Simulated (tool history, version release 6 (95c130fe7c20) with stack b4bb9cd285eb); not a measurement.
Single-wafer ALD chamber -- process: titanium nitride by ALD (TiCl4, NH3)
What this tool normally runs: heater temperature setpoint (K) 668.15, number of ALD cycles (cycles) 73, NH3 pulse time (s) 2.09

run     day  heater temperature setpoint (K)  number of ALD cycles (cycles)  NH3 pulse time (s)  read-back reference wafer on the same gauge, thickness_nm  mean film thickness on the monitor wafer (angstrom)
  1   0.000                           668.15                             67                1.92                                                      1.521                                                14.28
  2   7.212                           668.15                             67                1.92                                                      1.521                                                14.18
  3   9.667                           668.15                             73                2.35                                                      1.520                                                15.65
  4  12.433                           668.15                             73                2.09                                                      1.520                                                15.53
  5  15.012                           668.15                             73                2.09                                                      1.520                                                15.61
     16.154  -- gauge calibrated
  6  17.025                           660.15                             73                2.09                                                      1.520                                                15.48
  7  19.317                           668.15                             73                2.09                                                      1.520                                                15.49
     19.908  -- thermocouple changed; heater temperature recalibrated
  8  22.104                           668.15                             81                2.09                                                      1.521                                                17.22
  9  25.917                           668.15                             73                2.09                                                      1.521                                                15.61
 10  28.592                           668.15                             73                2.09                                                      1.521                                                15.59
 11  29.946                           668.15                             73                2.09                                                      1.521                                                15.60
 12  31.171                           672.15                             82                1.76                                                      1.519                                                17.40
     32.062  -- showerhead replaced
 13  33.129                           668.15                             73                2.09                                                      1.520                                                15.55
 14  35.425                           676.15                             66                1.81                                                      1.520                                                14.05
 15  36.821                           676.15                             66                1.81                                                      1.520                                                14.13
 16  38.554                           656.15                             73                2.09                                                      1.519                                                15.40
     40.888  -- gauge calibrated
 17  41.204                           668.15                             84                2.09                                                      1.521                                                17.90
 18  42.242                           674.15                             73                2.36                                                      1.519                                                15.75
 19  43.296                           668.15                             66                2.09                                                      1.520                                                14.08
 20  46.050                           668.15                             73                2.09                                                      1.520                                                15.63

Here are 5 independent what-if runs from the current tool condition. What would each one return?
  A  46.075                           676.15                             73                2.09                                                          ?                                                    ?
  B  46.075                           664.15                             73                1.28                                                          ?                                                    ?
  C  46.075                           676.15                             68                2.09                                                          ?                                                    ?
  D  46.075                           668.15                             86                2.09                                                          ?                                                    ?
  E  46.075                           675.15                             73                2.09                                                          ?                                                    ?

run  read-back reference wafer on the same gauge, thickness_nm  mean film thickness on the monitor wafer (angstrom)
  A                                                      1.520                                                15.63
  B                                                      1.520                                                15.30
  C                                                      1.520                                                14.56
  D                                                      1.520                                                18.32
  E                                                      1.520                                                15.63
With no hidden state in the tool, these same runs would have given:
run  mean film thickness on the monitor wafer (angstrom)
  A                                                15.63
  B                                                15.30
  C                                                14.56
  D                                                18.32
  E                                                15.63
